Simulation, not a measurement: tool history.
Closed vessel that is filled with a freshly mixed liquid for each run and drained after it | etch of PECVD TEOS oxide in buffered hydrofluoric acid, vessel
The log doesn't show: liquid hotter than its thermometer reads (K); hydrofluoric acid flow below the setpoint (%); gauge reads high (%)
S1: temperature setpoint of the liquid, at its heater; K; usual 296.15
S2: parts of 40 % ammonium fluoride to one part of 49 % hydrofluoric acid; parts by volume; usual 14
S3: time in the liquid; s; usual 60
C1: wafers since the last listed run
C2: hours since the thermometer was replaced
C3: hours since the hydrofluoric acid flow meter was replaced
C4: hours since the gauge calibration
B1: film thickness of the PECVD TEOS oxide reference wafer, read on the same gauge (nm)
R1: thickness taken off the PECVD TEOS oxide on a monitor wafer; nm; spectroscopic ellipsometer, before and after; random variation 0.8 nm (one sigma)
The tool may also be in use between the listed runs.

run 1 hour=0 | S1=296.15 S2=14 S3=60 | C1=0 C2=465.8 C3=1013 C4=655.8 | B1=140.84 | R1=80.89
-- hour=53.1 hydrofluoric acid flow meter replaced
run 2 hour=63.4 | S1=296.15 S2=14 S3=60 | C1=4043 C2=529.2 C3=10.3 C4=719.2 | B1=141.22 | R1=79.75
run 3 hour=167.1 | S1=296.15 S2=14 S3=60 | C1=6719 C2=632.9 C3=114 C4=822.9 | B1=141.94 | R1=80.33
run 4 hour=211.9 | S1=296.15 S2=14 S3=60 | C1=2903 C2=677.7 C3=158.8 C4=867.7 | B1=142.27 | R1=82.61
run 5 hour=253.6 | S1=296.15 S2=14 S3=60 | C1=2702 C2=719.4 C3=200.5 C4=909.4 | B1=142.61 | R1=81.69
run 6 hour=303 | S1=294.65 S2=16.5 S3=60 | C1=3201 C2=768.8 C3=249.9 C4=958.8 | B1=143.01 | R1=63.32
run 7 hour=379.2 | S1=294.65 S2=16.5 S3=60 | C1=4937 C2=845 C3=326.1 C4=1035 | B1=143.69 | R1=64.83
run 8 hour=418.7 | S1=294.65 S2=16.5 S3=60 | C1=2559 C2=884.5 C3=365.6 C4=1074.5 | B1=144.06 | R1=64.05
-- hour=435.1 thermometer replaced
run 9 hour=508 | S1=296.15 S2=14 S3=60 | C1=5722 C2=72.9 C3=454.9 C4=1163.8 | B1=144.97 | R1=82.89
run 10 hour=591.2 | S1=296.15 S2=14 S3=60 | C1=5391 C2=156.1 C3=538.1 C4=1247 | B1=145.85 | R1=82.93
run 11 hour=642.5 | S1=296.15 S2=14 S3=60 | C1=3324 C2=207.4 C3=589.4 C4=1298.3 | B1=146.43 | R1=83.15
-- hour=669.6 gauge calibrated
run 12 hour=724 | S1=291.65 S2=14 S3=50 | C1=5281 C2=288.9 C3=670.9 C4=54.4 | B1=140.31 | R1=52.08
run 13 hour=788.9 | S1=299.15 S2=17.5 S3=45 | C1=4205 C2=353.8 C3=735.8 C4=119.3 | B1=140.37 | R1=57.39
run 14 hour=837.7 | S1=296.15 S2=18.5 S3=95 | C1=3162 C2=402.6 C3=784.6 C4=168.1 | B1=140.44 | R1=96.31
run 15 hour=878.9 | S1=296.15 S2=10 S3=75 | C1=2669 C2=443.8 C3=825.8 C4=209.3 | B1=140.49 | R1=139.72
run 16 hour=965.9 | S1=297.65 S2=9.5 S3=60 | C1=5637 C2=530.8 C3=912.8 C4=296.3 | B1=140.7 | R1=124.62
-- hour=998.3 hydrofluoric acid flow meter replaced
run 17 hour=1011.2 | S1=293.65 S2=15.5 S3=50 | C1=2870 C2=576.1 C3=12.9 C4=341.6 | B1=140.8 | R1=52.96
run 18 hour=1101.3 | S1=296.15 S2=14 S3=60 | C1=5838 C2=666.2 C3=103 C4=431.7 | B1=141.11 | R1=81.09
run 19 hour=1158.3 | S1=298.15 S2=14 S3=60 | C1=3693 C2=723.2 C3=160 C4=488.7 | B1=141.36 | R1=87.86
-- hour=1169 thermometer replaced
run 20 hour=1227.6 | S1=291.65 S2=14 S3=95 | C1=4425 C2=58.6 C3=229.3 C4=558 | B1=141.68 | R1=100.78
run 21 hour=1300 | S1=292.15 S2=14 S3=40 | C1=4691 C2=131 C3=301.7 C4=630.4 | B1=142.08 | R1=43.37
run 22 hour=1374.6 | S1=298.15 S2=14 S3=60 | C1=4834 C2=205.6 C3=376.3 C4=705 | B1=142.53 | R1=92.6
run 23 hour=1517.5 | S1=294.15 S2=15.5 S3=90 | C1=9260 C2=348.5 C3=519.2 C4=847.9 | B1=143.5 | R1=99.39

Hidden state or all else? Some run-to-run changes of R1, split into what the settings, what came in and random variation would give without the hidden state, and what is left for the hidden state (with any gauge scatter that isn't in both results):
Run 8 -> 9: S1 294.65 -> 296.15, S2 16.5 -> 14, thermometer replaced. R1 +18.84 nm: hidden state +1.03, all else +17.81.
Run 11 -> 12: S1 296.15 -> 291.65, S3 60 -> 50, gauge calibrated. R1 -31.07 nm: hidden state -3.54, all else -27.53.
Run 16 -> 17: S1 297.65 -> 293.65, S2 9.5 -> 15.5, S3 60 -> 50, hydrofluoric acid flow meter replaced. R1 -71.66 nm: hidden state -0.31, all else -71.35.
Run 20 -> 21: S1 291.65 -> 292.15, S3 95 -> 40. R1 -57.41 nm: hidden state -0.57, all else -56.84.
